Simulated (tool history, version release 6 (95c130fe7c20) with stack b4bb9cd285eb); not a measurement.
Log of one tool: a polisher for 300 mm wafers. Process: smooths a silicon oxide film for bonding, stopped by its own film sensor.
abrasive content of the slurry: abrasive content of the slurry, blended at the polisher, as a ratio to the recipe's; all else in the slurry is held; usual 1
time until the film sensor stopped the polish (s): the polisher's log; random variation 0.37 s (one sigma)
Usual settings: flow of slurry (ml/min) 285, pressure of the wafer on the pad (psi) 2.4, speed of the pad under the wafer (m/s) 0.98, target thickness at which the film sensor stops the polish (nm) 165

| run | hour | flow of slurry (ml/min) | pressure of the wafer on the pad (psi) | speed of the pad under the wafer (m/s) | abrasive content of the slurry | target thickness at which the film sensor stops the polish (nm) | wafers since the last listed run | wafers polished on this pad | hours since the slurry nozzle was cleaned | hours since the head pressure was calibrated | hours since the slurry blender was calibrated | incoming thickness of the incoming film, nm | time until the film sensor stopped the polish (s) |
|---|---|---|---|---|---|---|---|---|---|---|---|---|---|
| 1 | 0 | 285 | 2.4 | 1.24 | 1 | 165 | 0 | 1205 | 364.4 | 222.5 | 35.4 | 192.6 | 23.5 |
| 2 | 25.6 | 285 | 2.4 | 1.24 | 1 | 165 | 434 | 1640 | 390 | 248.1 | 61 | 189.6 | 21.1 |
| 3 | 76 | 285 | 2.4 | 1.24 | 1 | 165 | 855 | 2495 | 440.4 | 298.5 | 111.4 | 191.9 | 24.5 |
|  | 107.4 | worn pad replaced by a new one |
| 4 | 118.7 | 285 | 2.4 | 0.98 | 1 | 165 | 656 | 191 | 483.1 | 341.2 | 154.1 | 187.1 | 22 |
|  | 139.2 | slurry blender recalibrated |
| 5 | 170 | 285 | 2.4 | 0.98 | 1 | 165 | 836 | 1028 | 534.4 | 392.5 | 30.8 | 193.2 | 29 |
| 6 | 196.9 | 285 | 2.4 | 0.98 | 1 | 165 | 456 | 1484 | 561.3 | 419.4 | 57.7 | 194.2 | 29.8 |
| 7 | 251.4 | 285 | 2.4 | 0.98 | 1 | 165 | 925 | 2410 | 615.8 | 473.9 | 112.2 | 186.8 | 23.6 |
|  | 288.5 | worn pad replaced by a new one |
|  | 301.4 | slurry blender recalibrated |
| 8 | 319.3 | 285 | 2.4 | 0.98 | 1 | 165 | 1050 | 488 | 683.7 | 541.8 | 17.9 | 188.6 | 24.1 |
|  | 339.3 | slurry nozzle cleaned |
| 9 | 348.5 | 285 | 2.4 | 0.98 | 1 | 165 | 478 | 967 | 9.2 | 571 | 47.1 | 189.7 | 26.3 |
| 10 | 413.3 | 315 | 2.4 | 0.74 | 0.9 | 165 | 1100 | 2067 | 74 | 635.8 | 111.9 | 189.5 | 35.7 |
|  | 463.4 | head pressure recalibrated |
| 11 | 474.2 | 285 | 2.4 | 1.24 | 1 | 165 | 999 | 3067 | 134.9 | 10.8 | 172.8 | 187.2 | 20.9 |
|  | 483.3 | worn pad replaced by a new one |
|  | 487.7 | slurry blender recalibrated |
| 12 | 507.1 | 285 | 2.4 | 0.68 | 1 | 159 | 456 | 369 | 167.8 | 43.7 | 19.4 | 188.8 | 39.3 |
|  | 658 | slurry blender recalibrated |
|  | 675.3 | worn pad replaced by a new one |
| 13 | 684.2 | 285 | 2.4 | 0.98 | 0.8 | 165 | 2904 | 150 | 344.9 | 220.8 | 26.2 | 191.1 | 30.2 |
| 14 | 726.7 | 285 | 2.4 | 0.98 | 1 | 165 | 721 | 872 | 387.4 | 263.3 | 68.7 | 185.9 | 21.4 |
| 15 | 753.2 | 285 | 2.4 | 0.98 | 1 | 165 | 449 | 1322 | 413.9 | 289.8 | 95.2 | 189.4 | 25 |
|  | 821.6 | slurry blender recalibrated |
| 16 | 822.7 | 285 | 3 | 0.98 | 1 | 160 | 1145 | 2468 | 483.4 | 359.3 | 1.1 | 191 | 27.4 |
|  | 834.4 | worn pad replaced by a new one |
| 17 | 889.9 | 285 | 2.8 | 1.26 | 1.2 | 169 | 1072 | 941 | 550.6 | 426.5 | 68.3 | 189.9 | 13.5 |
| 18 | 918.4 | 185 | 2.4 | 0.88 | 1.25 | 165 | 483 | 1425 | 579.1 | 455 | 96.8 | 190 | 26.4 |

5 ways to go on from here, each from the tool as it stands after run 18. What would each give?
| A | 918.8 | 285 | 2.4 | 0.98 | 1 | 165 | 6 | 1432 | 579.5 | 455.4 | 97.2 | 190.5 | ? |
| B | 918.8 | 285 | 1.9 | 0.84 | 1.1 | 158 | 6 | 1432 | 579.5 | 455.4 | 97.2 | 190.5 | ? |
| C | 918.8 | 285 | 2 | 0.82 | 0.75 | 165 | 6 | 1432 | 579.5 | 455.4 | 97.2 | 190.5 | ? |
| D | 918.8 | 285 | 2.4 | 0.98 | 1 | 174 | 6 | 1432 | 579.5 | 455.4 | 97.2 | 190.5 | ? |
| E | 918.8 | 360 | 2.8 | 1.12 | 0.85 | 165 | 6 | 1432 | 579.5 | 455.4 | 97.2 | 190.5 | ? |

| run | time until the film sensor stopped the polish (s) |
|---|---|
| A | 26.8 |
| B | 46.1 |
| C | 46.3 |
| D | 17.3 |
| E | 22.7 |
Without the tool's hidden state the same runs would have given:
| run | time until the film sensor stopped the polish (s) |
|---|---|
| A | 25 |
| B | 42.9 |
| C | 43.1 |
| D | 16.2 |
| E | 21.2 |

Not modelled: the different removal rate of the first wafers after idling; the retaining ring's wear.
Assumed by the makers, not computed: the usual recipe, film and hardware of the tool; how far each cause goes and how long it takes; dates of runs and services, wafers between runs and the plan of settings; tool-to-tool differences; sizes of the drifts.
